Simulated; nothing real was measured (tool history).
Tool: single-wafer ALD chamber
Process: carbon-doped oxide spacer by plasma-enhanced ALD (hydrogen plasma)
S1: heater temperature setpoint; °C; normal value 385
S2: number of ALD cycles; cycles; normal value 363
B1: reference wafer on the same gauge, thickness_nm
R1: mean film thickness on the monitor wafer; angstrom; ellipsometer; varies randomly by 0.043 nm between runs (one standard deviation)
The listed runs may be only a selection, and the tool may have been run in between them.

Run 1, hour 0: usual settings; B1 18.379. Result: R1 170.84 angstrom.
Run 2, hour 65.7: usual settings but S1 380 °C, S2 420 cycles; B1 18.359. Result: R1 199.63 angstrom.
Run 3, hour 123.4: usual settings; B1 18.344. Result: R1 171.52 angstrom.
Run 4, hour 147.9: usual settings; B1 18.333. Result: R1 171.82 angstrom.
Run 5, hour 174.1: usual settings; B1 18.333. Result: R1 170.7 angstrom.
Run 6, hour 218.1: usual settings but S2 379 cycles; B1 18.319. Result: R1 179.01 angstrom.
Run 7, hour 263.4: usual settings but S2 379 cycles; B1 18.315. Result: R1 178.3 angstrom.
Run 8, hour 308.8: usual settings; B1 18.308. Result: R1 171.24 angstrom.
Run 9, hour 358.6: usual settings; B1 18.29. Result: R1 171.77 angstrom.
Run 10, hour 420.7: usual settings; B1 18.279. Result: R1 171.17 angstrom.
Run 11, hour 483.6: usual settings; B1 18.264. Result: R1 171.38 angstrom.
Run 12, hour 526.8: usual settings; B1 18.254. Result: R1 170.96 angstrom.
Run 13, hour 573.9: usual settings but S1 394 °C; B1 18.233. Result: R1 170.25 angstrom.
Run 14, hour 632.1: usual settings but S1 394 °C; B1 18.229. Result: R1 170.72 angstrom.
Run 15, hour 663.1: usual settings but S1 394 °C; B1 18.226. Result: R1 170.66 angstrom.
Run 16, hour 699.3: usual settings but S1 391 °C; B1 18.215. Result: R1 170.24 angstrom.
Run 17, hour 724.7: usual settings; B1 18.21. Result: R1 170.41 angstrom.
At hour 756.5: thermocouple changed; heater temperature recalibrated.
Run 18, hour 761.9: usual settings; B1 18.199. Result: R1 170.02 angstrom.
Run 19, hour 806.4: usual settings; B1 18.177. Result: R1 170.23 angstrom.
Run 20, hour 875.7: usual settings but S2 323 cycles; B1 18.175. Result: R1 151.25 angstrom.
Run 21, hour 917.7: usual settings but S2 323 cycles; B1 18.17. Result: R1 151.02 angstrom.
Run 22, hour 956.4: usual settings but S2 323 cycles; B1 18.156. Result: R1 150.79 angstrom.
Run 23, hour 1015.2: usual settings; B1 18.132. Result: R1 170.09 angstrom.
Run 24, hour 1078.5: usual settings; B1 18.122. Result: R1 169.49 angstrom.
Run 25, hour 1143.7: usual settings but S1 391 °C, S2 295 cycles; B1 18.114. Result: R1 138.27 angstrom.
Run 26, hour 1194.8: usual settings but S1 393 °C, S2 385 cycles; B1 18.098. Result: R1 179.77 angstrom.
Run 27, hour 1238.8: usual settings but S2 330 cycles; B1 18.087. Result: R1 154.2 angstrom.
Run 28, hour 1274: usual settings but S1 396 °C, S2 399 cycles; B1 18.081. Result: R1 185.73 angstrom.
Run 29, hour 1339.6: usual settings but S2 388 cycles; B1 18.072. Result: R1 181.4 angstrom.
Run 30, hour 1385.3: usual settings; B1 18.06. Result: R1 168.74 angstrom.
Run 31, hour 1454.1: usual settings; B1 18.036. Result: R1 168.72 angstrom.
At hour 1482.9: gauge calibrated.
Run 32, hour 1510.2: usual settings but S2 293 cycles; B1 18.43. Result: R1 139.38 angstrom.
Run 33, hour 1550.7: usual settings; B1 18.435. Result: R1 172.24 angstrom.
Run 34, hour 1594.3: usual settings but S1 371 °C, S2 344 cycles; B1 18.403. Result: R1 162.98 angstrom.
Run 35, hour 1662.5: usual settings but S1 392 °C, S2 422 cycles; B1 18.402. Result: R1 200.51 angstrom.
Run 36, hour 1716.7: usual settings but S1 371 °C, S2 432 cycles; B1 18.386. Result: R1 204.67 angstrom.
Run 37, hour 1744.8: usual settings; B1 18.383. Result: R1 171.72 angstrom.
Run 38, hour 1918.7: usual settings but S1 377 °C, S2 422 cycles; B1 18.338. Result: R1 198.93 angstrom.
Run 39, hour 1947.5: usual settings but S1 397 °C, S2 316 cycles; B1 18.33. Result: R1 149.03 angstrom.
Run 40, hour 1974.2: usual settings but S1 390 °C; B1 18.33. Result: R1 171.38 angstrom.
Run 41, hour 2026.8: usual settings; B1 18.321. Result: R1 171.47 angstrom.
Run 42, hour 2080.5: usual settings; B1 18.311. Result: R1 170.45 angstrom.
Run 43, hour 2134.7: usual settings but S1 371 °C, S2 339 cycles; B1 18.298. Result: R1 160.04 angstrom.
Run 44, hour 2164.8: usual settings but S1 375 °C, S2 333 cycles; B1 18.288. Result: R1 156.8 angstrom.
Run 45, hour 2199.3: usual settings but S1 400 °C, S2 428 cycles; B1 18.279. Result: R1 202.11 angstrom.
Run 46, hour 2250.3: usual settings but S1 399 °C, S2 424 cycles; B1 18.264. Result: R1 199.62 angstrom.

Branching from run 46: 4 alternative next runs. What would each branch give?
Run A, hour 2251.3: usual settings but S2 383 cycles; B1 ?. Result: R1 ?.
Run B, hour 2251.3: usual settings but S1 391 °C, S2 404 cycles; B1 ?. Result: R1 ?.
Run C, hour 2251.3: usual settings but S2 295 cycles; B1 ?. Result: R1 ?.
Run D, hour 2251.3: usual settings but S2 398 cycles; B1 ?. Result: R1 ?.

run      B1      R1
  A  18.268  180.68
  B  18.268  190.59
  C  18.268  139.17
  D  18.268  187.76
Take away the tool's hidden state, keep each run's random variation, and the runs would have read:
run      R1
  A  182.99
  B  193.03
  C  140.95
  D  190.16
